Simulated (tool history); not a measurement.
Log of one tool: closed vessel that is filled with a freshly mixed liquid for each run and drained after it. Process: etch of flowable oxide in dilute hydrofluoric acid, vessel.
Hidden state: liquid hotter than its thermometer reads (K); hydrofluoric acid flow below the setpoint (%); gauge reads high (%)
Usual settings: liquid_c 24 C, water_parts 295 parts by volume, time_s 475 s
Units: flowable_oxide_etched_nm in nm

run	hour	liquid_c	water_parts	time_s	wafers since the last listed run	hours since the thermometer was replaced	hours since the hydrofluoric acid flow meter was replaced	hours since the gauge calibration	read-back film thickness of the flowable oxide reference wafer, read on the same gauge (nm)	flowable_oxide_etched_nm
1	0	24	295	475	0	774.3	548.3	153.6	60.01	21.28
2	13.7	24	295	475	1355	788	562	167.3	59.99	21.57
3	31.4	24	370	475	1750	805.7	579.7	185	60.03	15.43
4	45.1	24	370	475	1355	819.4	593.4	198.7	60	15.44
5	56.8	24	370	475	1157	831.1	605.1	210.4	59.96	15.39
6	71.1	27	295	475	1414	845.4	619.4	224.7	60	22.79
7	86.9	24	295	340	1562	861.2	635.2	240.5	60.03	14.86
8	110.2	24	295	340	2304	884.5	658.5	263.8	59.99	14.91
# hour 119.7: hydrofluoric acid flow meter replaced
9	120.4	24	295	340	910	894.7	0.7	274	59.98	17.97
# hour 129.2: thermometer replaced
10	135.1	24	145	350	1355	5.9	15.4	288.7	60	44.12
11	142	24	295	475	682	12.8	22.3	295.6	59.97	24.78
# hour 154.9: gauge calibrated
12	155.5	27.5	405	475	1335	26.3	35.8	0.6	60.02	18.46
13	164.4	24	295	475	880	35.2	44.7	9.5	59.98	24.82
14	171.2	21	190	695	672	42	51.5	16.3	59.99	55.87
15	179.4	24	295	475	811	50.2	59.7	24.5	59.96	24.68
16	197.2	24	295	475	1760	68	77.5	42.3	59.96	24.79
17	213	24	295	400	1562	83.8	93.3	58.1	60.01	20.29
18	221.6	27	235	340	850	92.4	101.9	66.7	60.04	26.55
19	265.9	20.5	350	590	4381	136.7	146.2	111	59.97	21.43

5 ways to go on from here, each from the tool as it stands after run 19. What would each give?
A	266.7	28.5	295	475	79	137.5	147	111.8	?	?
B	266.7	29	295	475	79	137.5	147	111.8	?	?
C	266.7	27.5	395	610	79	137.5	147	111.8	?	?
D	266.7	25.5	205	475	79	137.5	147	111.8	?	?
E	266.7	21.5	400	475	79	137.5	147	111.8	?	?

run	read-back film thickness of the flowable oxide reference wafer, read on the same gauge (nm)	flowable_oxide_etched_nm
A	59.97	28.16
B	59.97	28.62
C	59.97	23.56
D	59.97	40.46
E	59.97	14.85
Without the tool's hidden state the same runs would have given:
run	flowable_oxide_etched_nm
A	30.02
B	30.51
C	25.19
D	42.95
E	15.85
